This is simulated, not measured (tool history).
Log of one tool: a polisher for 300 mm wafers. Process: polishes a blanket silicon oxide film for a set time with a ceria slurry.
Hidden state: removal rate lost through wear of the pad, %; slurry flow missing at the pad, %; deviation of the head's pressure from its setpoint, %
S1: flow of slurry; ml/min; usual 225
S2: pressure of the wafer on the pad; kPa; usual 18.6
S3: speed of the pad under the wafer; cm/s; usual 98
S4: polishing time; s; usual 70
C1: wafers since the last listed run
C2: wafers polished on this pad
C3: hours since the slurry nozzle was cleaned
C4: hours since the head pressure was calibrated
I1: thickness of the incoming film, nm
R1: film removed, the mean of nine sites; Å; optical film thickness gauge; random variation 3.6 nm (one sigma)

run,hour,S1,S2,S3,S4,C1,C2,C3,C4,I1,R1
1,0,225,18.6,98,70,0,659,678.6,895.5,1826.2,2754
2,10.5,225,18.6,98,70,102,762,689.1,906,1837.6,2750
3,25.2,225,18.6,98,70,143,906,703.8,920.7,1817.9,2635
4,34.8,225,18.6,98,70,93,1000,713.4,930.3,1790.2,2669
5,52,225,18.6,108,70,168,1169,730.6,947.5,1862.3,2876
6,65.2,225,18.6,108,70,129,1298,743.8,960.7,1864.3,2830
# hour 72.6: worn pad replaced by a new one
7,81,225,18.6,108,70,115,82,759.6,976.5,1862.9,3089
8,91.7,205,18.6,98,70,104,187,770.3,987.2,1854.6,2683
# hour 103.7: head pressure recalibrated
9,104.2,250,18.6,98,70,102,290,782.8,0.5,1840.3,2790
10,113.2,195,24.8,122,91,88,378,791.8,9.5,1843,5699
11,128.5,225,15.2,126,57,149,527,807.1,24.8,1822.6,2320
# hour 134.5: slurry nozzle cleaned
12,144.2,155,18.6,108,70,143,671,9.7,40.5,1852.9,2864
13,159,155,18.6,122,54,144,816,24.5,55.3,1854.5,2482
14,176.9,225,18.6,98,70,175,992,42.4,73.2,1844.2,2643
15,191.1,160,14.5,98,82,139,1131,56.6,87.4,1844.8,2342
# hour 203: worn pad replaced by a new one
16,203.5,160,14.5,98,82,82,4,69,99.8,1807.5,2537

Forecast each of these 3 alternatives for the next run:
A,203.9,275,18.6,98,70,3,8,69.4,100.2,1817.4,?
B,203.9,145,18.6,88,70,3,8,69.4,100.2,1817.4,?
C,203.9,190,18.6,98,86,3,8,69.4,100.2,1817.4,?

run,R1
A,2860
B,2444
C,3417
Without the tool's hidden state the same runs would have given:
run,R1
A,2880
B,2461
C,3441
